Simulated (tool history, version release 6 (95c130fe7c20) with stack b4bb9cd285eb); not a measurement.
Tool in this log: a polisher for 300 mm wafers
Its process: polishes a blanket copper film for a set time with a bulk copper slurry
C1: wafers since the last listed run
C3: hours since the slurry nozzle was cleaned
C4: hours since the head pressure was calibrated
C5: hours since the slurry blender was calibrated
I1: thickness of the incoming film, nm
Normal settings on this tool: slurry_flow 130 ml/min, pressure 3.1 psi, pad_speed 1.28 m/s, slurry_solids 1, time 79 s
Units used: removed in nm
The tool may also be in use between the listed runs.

{"run": 1, "hour": 0.0, "slurry_flow": 130, "pressure": 2.5, "pad_speed": 1.28, "slurry_solids": 1, "time": 79, "C1": 0, "wafers polished on this pad": 2224, "C3": 230.5, "C4": 98.8, "C5": 207.2, "I1": 3810.7, "removed": 823.9}
{"run": 2, "hour": 43.1, "slurry_flow": 130, "pressure": 3.1, "pad_speed": 1.28, "slurry_solids": 1, "time": 79, "C1": 304, "wafers polished on this pad": 2529, "C3": 273.6, "C4": 141.9, "C5": 250.3, "I1": 3823.3, "removed": 999.3}
{"hour": 81.2, "done": "worn pad replaced by a new one"}
{"run": 3, "hour": 120.9, "slurry_flow": 130, "pressure": 3.1, "pad_speed": 1.28, "slurry_solids": 1.25, "time": 79, "C1": 522, "wafers polished on this pad": 280, "C3": 351.4, "C4": 219.7, "C5": 328.1, "I1": 3833.1, "removed": 1121.2}
{"run": 4, "hour": 185.4, "slurry_flow": 130, "pressure": 3.1, "pad_speed": 1.28, "slurry_solids": 1, "time": 79, "C1": 456, "wafers polished on this pad": 737, "C3": 415.9, "C4": 284.2, "C5": 392.6, "I1": 3811.5, "removed": 1063.3}
{"hour": 289.5, "done": "slurry nozzle cleaned"}
{"hour": 303.5, "done": "slurry blender recalibrated"}
{"run": 5, "hour": 346.3, "slurry_flow": 130, "pressure": 3.1, "pad_speed": 1.28, "slurry_solids": 1, "time": 79, "C1": 1117, "wafers polished on this pad": 1854, "C3": 56.8, "C4": 445.1, "C5": 42.8, "I1": 3810, "removed": 1049}
{"hour": 427.8, "done": "head pressure recalibrated"}
{"run": 6, "hour": 449.8, "slurry_flow": 130, "pressure": 3.1, "pad_speed": 1.28, "slurry_solids": 1, "time": 79, "C1": 718, "wafers polished on this pad": 2572, "C3": 160.3, "C4": 22, "C5": 146.3, "I1": 3730.3, "removed": 1004}
{"hour": 508.3, "done": "worn pad replaced by a new one"}
{"run": 7, "hour": 539.9, "slurry_flow": 130, "pressure": 3.1, "pad_speed": 1.28, "slurry_solids": 1, "time": 79, "C1": 609, "wafers polished on this pad": 223, "C3": 250.4, "C4": 112.1, "C5": 236.4, "I1": 3800.3, "removed": 1079.2}
{"run": 8, "hour": 631.1, "slurry_flow": 130, "pressure": 3.1, "pad_speed": 1.28, "slurry_solids": 1, "time": 79, "C1": 645, "wafers polished on this pad": 868, "C3": 341.6, "C4": 203.3, "C5": 327.6, "I1": 3765.3, "removed": 1061.7}
{"run": 9, "hour": 684.6, "slurry_flow": 130, "pressure": 3.1, "pad_speed": 1.28, "slurry_solids": 1, "time": 79, "C1": 378, "wafers polished on this pad": 1247, "C3": 395.1, "C4": 256.8, "C5": 381.1, "I1": 3813.5, "removed": 1048.2}
{"hour": 724.8, "done": "slurry blender recalibrated"}
{"run": 10, "hour": 775.1, "slurry_flow": 130, "pressure": 3.1, "pad_speed": 1.28, "slurry_solids": 1, "time": 79, "C1": 626, "wafers polished on this pad": 1873, "C3": 485.6, "C4": 347.3, "C5": 50.3, "I1": 3820.2, "removed": 1041.2}
{"run": 11, "hour": 824.6, "slurry_flow": 130, "pressure": 3.1, "pad_speed": 1.28, "slurry_solids": 1, "time": 79, "C1": 350, "wafers polished on this pad": 2223, "C3": 535.1, "C4": 396.8, "C5": 99.8, "I1": 3795.6, "removed": 1017.2}
{"run": 12, "hour": 877.1, "slurry_flow": 130, "pressure": 3.1, "pad_speed": 1.28, "slurry_solids": 1, "time": 79, "C1": 371, "wafers polished on this pad": 2594, "C3": 587.6, "C4": 449.3, "C5": 152.3, "I1": 3812.9, "removed": 1034.2}
{"hour": 900.5, "done": "slurry nozzle cleaned"}
{"run": 13, "hour": 913.7, "slurry_flow": 130, "pressure": 3.1, "pad_speed": 1.28, "slurry_solids": 1, "time": 79, "C1": 251, "wafers polished on this pad": 2846, "C3": 13.2, "C4": 485.9, "C5": 188.9, "I1": 3759.4, "removed": 1026.8}
{"hour": 936.1, "done": "worn pad replaced by a new one"}
{"hour": 972.8, "done": "head pressure recalibrated"}
{"run": 14, "hour": 994.9, "slurry_flow": 130, "pressure": 3.1, "pad_speed": 1.28, "slurry_solids": 1, "time": 79, "C1": 531, "wafers polished on this pad": 402, "C3": 94.4, "C4": 22.1, "C5": 270.1, "I1": 3799.7, "removed": 1074.9}
{"run": 15, "hour": 1052.1, "slurry_flow": 130, "pressure": 3.1, "pad_speed": 1.28, "slurry_solids": 1, "time": 79, "C1": 404, "wafers polished on this pad": 806, "C3": 151.6, "C4": 79.3, "C5": 327.3, "I1": 3822, "removed": 1057.1}
{"run": 16, "hour": 1099.7, "slurry_flow": 130, "pressure": 3.1, "pad_speed": 1.28, "slurry_solids": 1, "time": 79, "C1": 336, "wafers polished on this pad": 1143, "C3": 199.2, "C4": 126.9, "C5": 374.9, "I1": 3870.6, "removed": 1058.4}
{"run": 17, "hour": 1171.1, "slurry_flow": 130, "pressure": 3.1, "pad_speed": 1.28, "slurry_solids": 1, "time": 79, "C1": 505, "wafers polished on this pad": 1648, "C3": 270.6, "C4": 198.3, "C5": 446.3, "I1": 3832.3, "removed": 1049.7}
{"run": 18, "hour": 1208.6, "slurry_flow": 130, "pressure": 3.1, "pad_speed": 1.28, "slurry_solids": 1, "time": 79, "C1": 265, "wafers polished on this pad": 1913, "C3": 308.1, "C4": 235.8, "C5": 483.8, "I1": 3769.4, "removed": 1049.1}
{"hour": 1260.1, "done": "slurry blender recalibrated"}
{"run": 19, "hour": 1280.8, "slurry_flow": 130, "pressure": 3.1, "pad_speed": 1.28, "slurry_solids": 1, "time": 79, "C1": 496, "wafers polished on this pad": 2410, "C3": 380.3, "C4": 308, "C5": 20.7, "I1": 3835, "removed": 1026}
{"run": 20, "hour": 1362.7, "slurry_flow": 130, "pressure": 3.1, "pad_speed": 1.28, "slurry_solids": 1, "time": 57, "C1": 579, "wafers polished on this pad": 2989, "C3": 462.2, "C4": 389.9, "C5": 102.6, "I1": 3843.7, "removed": 725.7}
{"hour": 1385.5, "done": "worn pad replaced by a new one"}
{"run": 21, "hour": 1465.7, "slurry_flow": 150, "pressure": 3.8, "pad_speed": 1.54, "slurry_solids": 1, "time": 94, "C1": 700, "wafers polished on this pad": 567, "C3": 565.2, "C4": 492.9, "C5": 205.6, "I1": 3805.2, "removed": 1921.1}
{"hour": 1492.4, "done": "head pressure recalibrated"}
{"hour": 1494.7, "done": "slurry nozzle cleaned"}
{"run": 22, "hour": 1537.2, "slurry_flow": 110, "pressure": 3.4, "pad_speed": 1.46, "slurry_solids": 1, "time": 79, "C1": 484, "wafers polished on this pad": 1051, "C3": 42.5, "C4": 44.8, "C5": 277.1, "I1": 3843.4, "removed": 1276.9}
{"run": 23, "hour": 1631.4, "slurry_flow": 85, "pressure": 3.1, "pad_speed": 1.28, "slurry_solids": 1, "time": 67, "C1": 666, "wafers polished on this pad": 1718, "C3": 136.7, "C4": 139, "C5": 371.3, "I1": 3864.3, "removed": 790.1}
{"run": 24, "hour": 1692.9, "slurry_flow": 115, "pressure": 2.8, "pad_speed": 1.28, "slurry_solids": 0.9, "time": 90, "C1": 435, "wafers polished on this pad": 2153, "C3": 198.2, "C4": 200.5, "C5": 432.8, "I1": 3799.6, "removed": 1010.3}
{"hour": 1723.8, "done": "slurry blender recalibrated"}
{"run": 25, "hour": 1747.1, "slurry_flow": 90, "pressure": 3.1, "pad_speed": 1.6, "slurry_solids": 1, "time": 96, "C1": 369, "wafers polished on this pad": 2522, "C3": 252.4, "C4": 254.7, "C5": 23.3, "I1": 3761, "removed": 1415.4}
{"hour": 1794.1, "done": "worn pad replaced by a new one"}
{"run": 26, "hour": 1834.6, "slurry_flow": 130, "pressure": 3.1, "pad_speed": 1.28, "slurry_solids": 1, "time": 79, "C1": 590, "wafers polished on this pad": 286, "C3": 339.9, "C4": 342.2, "C5": 110.8, "I1": 3788.7, "removed": 1063.5}
{"run": 27, "hour": 1912.1, "slurry_flow": 130, "pressure": 3.1, "pad_speed": 1.28, "slurry_solids": 1, "time": 79, "C1": 548, "wafers polished on this pad": 834, "C3": 417.4, "C4": 419.7, "C5": 188.3, "I1": 3851.7, "removed": 1061.8}
{"run": 28, "hour": 1984.2, "slurry_flow": 95, "pressure": 3.1, "pad_speed": 0.86, "slurry_solids": 1.15, "time": 96, "C1": 510, "wafers polished on this pad": 1344, "C3": 489.5, "C4": 491.8, "C5": 260.4, "I1": 3761.5, "removed": 820.5}
{"hour": 1992.7, "done": "head pressure recalibrated"}
{"run": 29, "hour": 2066.8, "slurry_flow": 130, "pressure": 3.1, "pad_speed": 1.28, "slurry_solids": 0.8, "time": 103, "C1": 570, "wafers polished on this pad": 1914, "C3": 572.1, "C4": 74.1, "C5": 343, "I1": 3750.2, "removed": 1281.2}
{"hour": 2109.7, "done": "slurry nozzle cleaned"}
{"run": 30, "hour": 2114.0, "slurry_flow": 165, "pressure": 3.1, "pad_speed": 1.28, "slurry_solids": 1, "time": 79, "C1": 326, "wafers polished on this pad": 2241, "C3": 4.3, "C4": 121.3, "C5": 390.2, "I1": 3787, "removed": 1078.1}
{"run": 31, "hour": 2186.2, "slurry_flow": 130, "pressure": 3.9, "pad_speed": 1.28, "slurry_solids": 1, "time": 79, "C1": 510, "wafers polished on this pad": 2752, "C3": 76.5, "C4": 193.5, "C5": 462.4, "I1": 3880.7, "removed": 1294.1}

The tool's hidden state at each run:
slurry flow missing at the pad, %: 0 across all the runs
deviation of the head's pressure from its setpoint, %: 0 across all the runs
abrasive missing from the slurry, %: 0 across all the runs
H1: removal rate lost through wear of the pad, %
run=1 H1=5.16
run=2 H1=5.73
run=3 H1=1.15
run=4 H1=2.01
run=5 H1=4.15
run=6 H1=5.52
run=7 H1=0.568
run=8 H1=1.78
run=9 H1=2.49
run=10 H1=3.69
run=11 H1=4.35
run=12 H1=5.05
run=13 H1=5.54
run=14 H1=1.19
run=15 H1=1.95
run=16 H1=2.58
run=17 H1=3.53
run=18 H1=4.03
run=19 H1=4.99
run=20 H1=6.08
run=21 H1=1.32
run=22 H1=2.27
run=23 H1=3.52
run=24 H1=4.34
run=25 H1=5.06
run=26 H1=0.753
run=27 H1=1.78
run=28 H1=2.74
run=29 H1=3.84
run=30 H1=4.47
run=31 H1=5.43
